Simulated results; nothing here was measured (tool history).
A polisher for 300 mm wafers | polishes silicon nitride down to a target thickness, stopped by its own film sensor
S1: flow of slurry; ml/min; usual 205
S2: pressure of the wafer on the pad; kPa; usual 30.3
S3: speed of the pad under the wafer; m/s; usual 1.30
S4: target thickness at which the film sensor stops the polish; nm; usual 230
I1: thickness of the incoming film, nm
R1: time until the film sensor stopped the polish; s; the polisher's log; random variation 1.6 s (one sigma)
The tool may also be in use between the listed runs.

run    hour   S1    S2    S3   S4     I1     R1
  1     0.0  205  30.3  1.30  230  445.9   83.0
       76.0  -- slurry nozzle cleaned
      104.1  -- worn pad replaced by a new one
  2   133.5  205  30.3  1.30  230  455.6   86.8
  3   171.6  205  30.3  1.30  230  454.5   86.6
  4   219.8  205  30.3  1.30  230  453.2   86.3
  5   271.5  205  30.3  1.30  230  449.6   85.8
  6   302.2  205  30.3  1.30  230  443.2   83.6
  7   335.3  205  30.3  1.30  230  450.5   85.6
      359.8  -- worn pad replaced by a new one
  8   398.8  205  30.3  1.30  230  450.4   83.8
  9   443.4  205  30.3  1.30  230  449.5   86.3
 10   492.6  205  33.1  1.30  230  449.3   80.4
 11   533.0  205  33.1  1.30  230  453.2   81.2
 12   563.4  205  30.3  1.30  230  456.0   86.2
 13   591.2  205  30.3  1.30  230  455.0   86.2
      603.2  -- worn pad replaced by a new one
 14   634.1  205  30.3  1.30  230  452.7   82.7
      636.0  -- slurry nozzle cleaned
      685.7  -- head pressure recalibrated
 15   688.8  225  30.3  1.30  230  440.5   82.1
 16   718.1  245  30.3  1.44  230  450.7   76.5
 17   747.5  205  26.2  1.10  250  455.6  102.9
 18   781.3  155  39.3  1.30  206  444.3   78.3
 19   819.6  205  30.3  1.30  230  444.8   82.9
 20   861.0  230  38.6  1.50  292  446.4   44.9
      882.7  -- worn pad replaced by a new one
 21   888.5  205  40.7  1.72  230  450.0   56.0
 22   957.1  245  38.6  1.30  289  444.4   49.0
 23   988.2  205  30.3  1.60  230  443.5   68.5
 24  1013.9  205  26.2  1.00  230  458.1  119.0
 25  1041.5  250  30.3  1.30  230  450.1   84.3
 26  1104.5  205  30.3  1.30  230  454.6   87.5
     1145.2  -- worn pad replaced by a new one
     1145.2  -- slurry nozzle cleaned
 27  1171.8  205  30.3  1.30  270  441.2   63.8
 28  1210.3  205  30.3  1.30  190  444.4   98.8
 29  1251.2  205  30.3  1.30  230  451.4   85.2
 30  1281.8  205  26.2  0.86  230  442.4  128.3

Forecast each of these 4 alternatives for the next run:
  A  1282.2  205  24.1  1.30  230  444.4   ?
  B  1282.2  205  23.4  1.30  230  444.4   ?
  C  1282.2  150  30.3  1.50  299  444.4   ?
  D  1282.2  205  30.3  1.76  230  444.4   ?

run    R1
  A  93.8
  B  95.6
  C  50.8
  D  63.7
Without the tool's hidden state the same runs would have given:
run    R1
  A  93.8
  B  95.6
  C  50.8
  D  63.7
